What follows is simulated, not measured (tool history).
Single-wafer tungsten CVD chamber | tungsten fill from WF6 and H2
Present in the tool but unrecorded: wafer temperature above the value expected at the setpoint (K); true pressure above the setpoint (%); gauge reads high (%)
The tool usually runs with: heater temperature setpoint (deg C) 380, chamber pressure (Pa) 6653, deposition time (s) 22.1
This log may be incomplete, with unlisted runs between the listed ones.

run   hour  heater temperature setpoint (deg C)  chamber pressure (Pa)  deposition time (s)  wafers since the last listed run  hours since the last thermocouple change  hours since the last manometer calibration  hours since the showerhead was replaced  hours since the gauge calibration  read-back reference wafer on the same gauge, thickness_nm  mean film thickness on the monitor wafer (angstrom)
  1      0                                  380                   6653                 22.1                                 0                                      2296                                      2110.1                                   4596.7                              206.2                                                     45.108                                               526.09
  2   17.9                                  380                   6653                 22.1                               364                                    2313.9                                        2128                                   4614.6                              224.1                                                     45.119                                               527.17
  3   34.7                                  380                   6653                 22.1                               342                                    2330.7                                      2144.8                                   4631.4                              240.9                                                     45.069                                               526.95
  4   62.2                                  380                   6653                 22.1                               560                                    2358.2                                      2172.3                                   4658.9                              268.4                                                     45.099                                               528.75
  5   82.6                                  380                   6653                 22.1                               415                                    2378.6                                      2192.7                                   4679.3                              288.8                                                     45.079                                               528.74
  6   98.5                                  387                   5680                 22.1                               324                                    2394.5                                      2208.6                                   4695.2                              304.7                                                     45.092                                               579.83
  7    130                                  380                   6653                 22.1                               641                                      2426                                      2240.1                                   4726.7                              336.2                                                     45.133                                               528.11
  8  150.6                                  380                   6653                 22.1                               419                                    2446.6                                      2260.7                                   4747.3                              356.8                                                     45.088                                                527.1
  9  184.5                                  380                   6653                 22.1                               690                                    2480.5                                      2294.6                                   4781.2                              390.7                                                     45.123                                               527.59
 10  207.2                                  380                   6653                 22.1                               462                                    2503.2                                      2317.3                                   4803.9                              413.4                                                     45.092                                                526.6
     241.5  -- thermocouple changed; heater temperature recalibrated
 11    242                                  380                   6653                 22.1                               546                                       0.5                                      2352.1                                   4838.7                              448.2                                                     45.111                                               552.63
     250.6  -- capacitance manometer re-zeroed and calibrated
 12  252.9                                  380                   6653                 22.1                                59                                      11.4                                         2.3                                   4849.6                              459.1                                                      45.08                                               534.11
 13  266.8                                  390                   6653                 22.1                               283                                      25.3                                        16.2                                   4863.5                                473                                                     45.093                                               666.05
 14  301.8                                  392                   6653                 23.6                               713                                      60.3                                        51.2                                   4898.5                                508                                                     45.095                                               743.74
       313  -- gauge calibrated
 15    331                                  380                   5533                 22.1                               595                                      89.5                                        80.4                                   4927.7                                 18                                                     45.112                                               493.95
 16  357.7                                  367                   7613                 22.1                               544                                     116.2                                       107.1                                   4954.4                               44.7                                                     45.136                                               413.03
 17  392.3                                  380                   6653                 22.1                               705                                     150.8                                       141.7                                     4989                               79.3                                                     45.115                                               532.51
     412.4  -- showerhead replaced
 18    418                                  380                   5546                 18.7                               360                                     176.5                                       167.4                                      5.6                                105                                                     45.079                                               417.48
 19  448.6                                  380                   6093                 22.1                               623                                     207.1                                         198                                     36.2                              135.6                                                     45.093                                               512.82
 20  477.8                                  380                   7546                 22.1                               595                                     236.3                                       227.2                                     65.4                              164.8                                                     45.087                                                559.6
 21  499.3                                  389                   5666                 23.3                               438                                     257.8                                       248.7                                     86.9                              186.3                                                     45.105                                               641.25
 22  527.2                                  365                   8279                 22.1                               568                                     285.7                                       276.6                                    114.8                              214.2                                                     45.091                                               404.86
 23  542.1                                  380                   6653                 22.1                               303                                     300.6                                       291.5                                    129.7                              229.1                                                     45.091                                               531.93
 24  562.2                                  367                   7613                 22.1                               409                                     320.7                                       311.6                                    149.8                              249.2                                                     45.097                                               411.15
 25  586.5                                  380                   6653                 22.1                               495                                       345                                       335.9                                    174.1                              273.5                                                     45.084                                               530.74
 26    610                                  380                   5093                 22.1                               478                                     368.5                                       359.4                                    197.6                                297                                                     45.079                                                476.8

Here are 5 independent what-if runs from the current tool condition. What would each one return?
  A  610.4                                  380                   6653                 24.5                                 8                                     368.9                                       359.8                                      198                              297.4                                                          ?                                                    ?
  B  610.4                                  394                   5466                 18.9                                 8                                     368.9                                       359.8                                      198                              297.4                                                          ?                                                    ?
  C  610.4                                  380                   6066                 22.1                                 8                                     368.9                                       359.8                                      198                              297.4                                                          ?                                                    ?
  D  610.4                                  371                   6653                 22.1                                 8                                     368.9                                       359.8                                      198                              297.4                                                          ?                                                    ?
  E  610.4                                  380                   6653                 20.8                                 8                                     368.9                                       359.8                                      198                              297.4                                                          ?                                                    ?

run  read-back reference wafer on the same gauge, thickness_nm  mean film thickness on the monitor wafer (angstrom)
  A                                                     45.117                                               589.41
  B                                                     45.117                                               572.21
  C                                                     45.117                                               511.79
  D                                                     45.117                                                429.6
  E                                                     45.117                                               500.04
With the hidden condition removed and each run's random variation left untouched, the same runs would have given:
run  mean film thickness on the monitor wafer (angstrom)
  A                                               596.13
  B                                               578.88
  C                                               517.63
  D                                               434.47
  E                                               505.74
